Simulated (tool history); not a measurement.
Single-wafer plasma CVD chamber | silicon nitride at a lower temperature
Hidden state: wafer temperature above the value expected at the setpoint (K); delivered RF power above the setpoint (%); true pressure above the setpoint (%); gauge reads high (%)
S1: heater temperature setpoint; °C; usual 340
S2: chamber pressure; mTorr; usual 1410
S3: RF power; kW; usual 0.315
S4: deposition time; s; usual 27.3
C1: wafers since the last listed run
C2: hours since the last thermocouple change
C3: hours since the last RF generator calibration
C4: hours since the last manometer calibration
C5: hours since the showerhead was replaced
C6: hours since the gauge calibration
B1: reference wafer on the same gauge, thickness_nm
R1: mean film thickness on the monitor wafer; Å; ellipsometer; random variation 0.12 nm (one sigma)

run	hour	S1	S2	S3	S4	C1	C2	C3	C4	C5	C6	B1	R1
1	0	340	1410	0.315	27.3	0	24.8	243.6	2315.4	8.4	716.1	35.535	337.52
2	73.2	340	1410	0.315	27.3	1116	98	316.8	2388.6	81.6	789.3	35.534	337.33
3	114.2	340	1410	0.36	27.3	625	139	357.8	2429.6	122.6	830.3	35.483	377.57
4	167	340	1410	0.315	27.3	805	191.8	410.6	2482.4	175.4	883.1	35.492	337.77
5	252.1	340	1410	0.315	27.3	1297	276.9	495.7	2567.5	260.5	968.2	35.493	335.37
# hour 426.1: capacitance manometer re-zeroed and calibrated
6	492	351	1410	0.26	27.3	3536	516.8	735.6	65.9	500.4	1208.1	35.519	273.66
7	578.4	340	1410	0.275	27.3	1317	603.2	822	152.3	586.8	1294.5	35.468	288.04
8	661.4	340	1410	0.315	27.3	1265	686.2	905	235.3	669.8	1377.5	35.442	325.83
# hour 704.3: RF generator calibrated
9	748.4	354	1410	0.285	28.9	1204	773.2	44.1	322.3	756.8	1464.5	35.437	324.45
10	837.6	335	1410	0.29	27.3	1360	862.4	133.3	411.5	846	1553.7	35.541	314.62
11	891.8	344	1240	0.265	27.3	826	916.6	187.5	465.7	900.2	1607.9	35.523	278.48
12	963.5	340	1110	0.29	27.3	1093	988.3	259.2	537.4	971.9	1679.6	35.556	296.15
13	1015.6	354	1410	0.315	27.3	794	1040.4	311.3	589.5	1024	1731.7	35.561	331.46
14	1114.6	340	1160	0.315	25.6	1509	1139.4	410.3	688.5	1123	1830.7	35.501	300.18
# hour 1124.8: thermocouple changed; heater temperature recalibrated
15	1215.5	340	1410	0.315	27.3	1416	90.7	511.2	789.4	1223.9	1931.6	35.519	331.09
16	1267.1	340	1410	0.315	30.2	786	142.3	562.8	841	1275.5	1983.2	35.463	365.19
17	1365.2	350	1410	0.375	27.3	1495	240.4	660.9	939.1	1373.6	2081.3	35.528	377.69
18	1428.1	340	1410	0.365	27.3	959	303.3	723.8	1002	1436.5	2144.2	35.52	373.85
19	1475.1	340	1410	0.315	27.3	716	350.3	770.8	1049	1483.5	2191.2	35.477	332.34
20	1525.5	340	1160	0.315	25.6	768	400.7	821.2	1099.4	1533.9	2241.6	35.491	296.92
21	1616.3	348	1410	0.315	31.8	1384	491.5	912	1190.2	1624.7	2332.4	35.523	380.87
# hour 1640.5: gauge calibrated
22	1713.8	340	1410	0.315	27.3	1486	589	1009.5	1287.7	1722.2	73.3	35.418	328.09
# hour 1808.1: RF generator calibrated
23	1903.3	340	1160	0.315	25.6	2767	778.5	95.2	1477.2	1911.7	262.8	35.522	305.37
24	1993	346	1410	0.315	27.3	1367	868.2	184.9	1566.9	2001.4	352.5	35.532	339.53
25	2049.4	354	1110	0.345	27.3	860	924.6	241.3	1623.3	2057.8	408.9	35.467	341.87
26	2126.4	331	1410	0.36	23.7	1174	1001.6	318.3	1700.3	2134.8	485.9	35.525	329.68
27	2197.8	345	1410	0.265	22	1088	1073	389.7	1771.7	2206.2	557.3	35.42	232.84
# hour 2279.2: thermocouple changed; heater temperature recalibrated
28	2291.9	345	1080	0.315	27.3	1312	12.7	483.8	1865.8	2300.3	651.4	35.493	314.85
29	2360.6	346	1410	0.315	27.3	1047	81.4	552.5	1934.5	2369	720.1	35.486	335.28

3 ways to go on from here, each from the tool as it stands after run 29. What would each give?
A	2361	340	1410	0.315	27.3	6	81.8	552.9	1934.9	2369.4	720.5	?	?
B	2361	335	1060	0.345	29.2	6	81.8	552.9	1934.9	2369.4	720.5	?	?
C	2361	340	1410	0.29	27.3	6	81.8	552.9	1934.9	2369.4	720.5	?	?

run	B1	R1
A	35.544	336.62
B	35.544	364.88
C	35.544	313.27
Without the tool's hidden state the same runs would have given:
run	R1
A	338.3
B	366.1
C	315.02
